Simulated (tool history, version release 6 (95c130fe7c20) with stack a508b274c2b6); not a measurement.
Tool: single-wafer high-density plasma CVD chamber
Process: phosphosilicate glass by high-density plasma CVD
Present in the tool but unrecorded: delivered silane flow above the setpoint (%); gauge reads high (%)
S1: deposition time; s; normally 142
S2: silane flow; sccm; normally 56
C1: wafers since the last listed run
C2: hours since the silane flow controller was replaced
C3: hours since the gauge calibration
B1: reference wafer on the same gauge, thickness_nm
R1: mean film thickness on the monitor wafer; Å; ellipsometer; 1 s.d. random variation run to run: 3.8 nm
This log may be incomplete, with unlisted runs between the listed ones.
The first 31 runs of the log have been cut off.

{"run": 32, "hour": 1606.1, "S1": 153, "S2": 67, "C1": 933, "C2": 3424.5, "C3": 789.3, "B1": 694.082, "R1": 9905.54}
{"hour": 1645.2, "done": "silane flow controller replaced"}
{"run": 33, "hour": 1651.4, "S1": 152, "S2": 52, "C1": 440, "C2": 6.2, "C3": 834.6, "B1": 694.803, "R1": 8120.12}
{"run": 34, "hour": 1683.4, "S1": 142, "S2": 52, "C1": 378, "C2": 38.2, "C3": 866.6, "B1": 694.624, "R1": 7576.34}
{"run": 35, "hour": 1740.9, "S1": 142, "S2": 56, "C1": 679, "C2": 95.7, "C3": 924.1, "B1": 696.577, "R1": 7888.71}
{"run": 36, "hour": 1779.4, "S1": 123, "S2": 46, "C1": 454, "C2": 134.2, "C3": 962.6, "B1": 694.21, "R1": 6158.67}
{"run": 37, "hour": 1810.0, "S1": 142, "S2": 56, "C1": 361, "C2": 164.8, "C3": 993.2, "B1": 695.873, "R1": 7927.25}
{"run": 38, "hour": 1880.6, "S1": 142, "S2": 56, "C1": 834, "C2": 235.4, "C3": 1063.8, "B1": 695.894, "R1": 7987.54}
{"run": 39, "hour": 1930.3, "S1": 142, "S2": 56, "C1": 587, "C2": 285.1, "C3": 1113.5, "B1": 694.87, "R1": 7970.33}
{"run": 40, "hour": 1966.0, "S1": 142, "S2": 56, "C1": 421, "C2": 320.8, "C3": 1149.2, "B1": 695.85, "R1": 8004.13}
{"run": 41, "hour": 1995.5, "S1": 142, "S2": 56, "C1": 348, "C2": 350.3, "C3": 1178.7, "B1": 693.617, "R1": 7993.18}
{"run": 42, "hour": 2063.2, "S1": 155, "S2": 59, "C1": 799, "C2": 418.0, "C3": 1246.4, "B1": 694.306, "R1": 8977.25}
{"run": 43, "hour": 2113.4, "S1": 120, "S2": 53, "C1": 593, "C2": 468.2, "C3": 1296.6, "B1": 695.027, "R1": 6565.37}
{"run": 44, "hour": 2142.6, "S1": 130, "S2": 48, "C1": 344, "C2": 497.4, "C3": 1325.8, "B1": 695.633, "R1": 6698.57}
{"run": 45, "hour": 2206.7, "S1": 157, "S2": 66, "C1": 757, "C2": 561.5, "C3": 1389.9, "B1": 693.396, "R1": 9928.01}

Predict each of these 5 candidate next runs independently; none follows another, all start after run 45:
{"run": "A", "hour": 2207.1, "S1": 160, "S2": 56, "C1": 4, "C2": 561.9, "C3": 1390.3, "B1": "?", "R1": "?"}
{"run": "B", "hour": 2207.1, "S1": 164, "S2": 61, "C1": 4, "C2": 561.9, "C3": 1390.3, "B1": "?", "R1": "?"}
{"run": "C", "hour": 2207.1, "S1": 166, "S2": 61, "C1": 4, "C2": 561.9, "C3": 1390.3, "B1": "?", "R1": "?"}
{"run": "D", "hour": 2207.1, "S1": 154, "S2": 64, "C1": 4, "C2": 561.9, "C3": 1390.3, "B1": "?", "R1": "?"}
{"run": "E", "hour": 2207.1, "S1": 151, "S2": 56, "C1": 4, "C2": 561.9, "C3": 1390.3, "B1": "?", "R1": "?"}

run=A B1=694.953 R1=9082.73
run=B B1=694.953 R1=9818.66
run=C B1=694.953 R1=9938.40
run=D B1=694.953 R1=9506.67
run=E B1=694.953 R1=8571.82
With the hidden condition removed and each run's random variation left untouched, the same runs would have given:
run=A R1=8948.32
run=B R1=9673.36
run=C R1=9791.33
run=D R1=9365.98
run=E R1=8444.97
